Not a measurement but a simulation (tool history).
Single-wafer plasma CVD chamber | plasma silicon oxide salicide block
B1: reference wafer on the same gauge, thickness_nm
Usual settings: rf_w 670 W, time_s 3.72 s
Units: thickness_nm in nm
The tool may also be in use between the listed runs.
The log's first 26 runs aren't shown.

run 27 hour=360.2 | rf_w=670 time_s=3.72 | B1=43.012 | thickness_nm=35.916
-- hour=383.4 RF generator calibrated
-- hour=386.4 showerhead replaced
run 28 hour=386.9 | rf_w=670 time_s=3.72 | B1=42.986 | thickness_nm=36.73
run 29 hour=390.4 | rf_w=720 time_s=3.49 | B1=43.003 | thickness_nm=35.179
run 30 hour=401.3 | rf_w=725 time_s=4.05 | B1=43.003 | thickness_nm=40.896
run 31 hour=408.7 | rf_w=670 time_s=4.02 | B1=43.003 | thickness_nm=39.654
run 32 hour=423.7 | rf_w=560 time_s=3.72 | B1=43.002 | thickness_nm=34.764
run 33 hour=438.8 | rf_w=670 time_s=3.72 | B1=42.996 | thickness_nm=36.668
run 34 hour=449.6 | rf_w=590 time_s=4.18 | B1=43 | thickness_nm=39.67
run 35 hour=462.7 | rf_w=550 time_s=3.96 | B1=43.009 | thickness_nm=36.847
run 36 hour=470.1 | rf_w=775 time_s=3.94 | B1=42.984 | thickness_nm=40.673
run 37 hour=485.7 | rf_w=615 time_s=3.09 | B1=42.988 | thickness_nm=29.742
run 38 hour=498.1 | rf_w=670 time_s=3.72 | B1=43.008 | thickness_nm=36.737
run 39 hour=511.4 | rf_w=555 time_s=3.72 | B1=42.998 | thickness_nm=34.724
run 40 hour=525.6 | rf_w=595 time_s=4.23 | B1=43.011 | thickness_nm=40.415
run 41 hour=543.4 | rf_w=670 time_s=4.02 | B1=42.999 | thickness_nm=39.707

4 ways to go on from here, each from the tool as it stands after run 41. What would each give?
run A hour=543.8 | rf_w=720 time_s=3.72 | B1=? | thickness_nm=?
run B hour=543.8 | rf_w=575 time_s=4.36 | B1=? | thickness_nm=?
run C hour=543.8 | rf_w=670 time_s=3.17 | B1=? | thickness_nm=?
run D hour=543.8 | rf_w=670 time_s=4.43 | B1=? | thickness_nm=?

run=A B1=42.996 thickness_nm=37.418
run=B B1=42.996 thickness_nm=41.05
run=C B1=42.996 thickness_nm=31.217
run=D B1=42.996 thickness_nm=43.626
Without the tool's hidden state the same runs would have given:
run=A thickness_nm=37.589
run=B thickness_nm=41.237
run=C thickness_nm=31.36
run=D thickness_nm=43.825
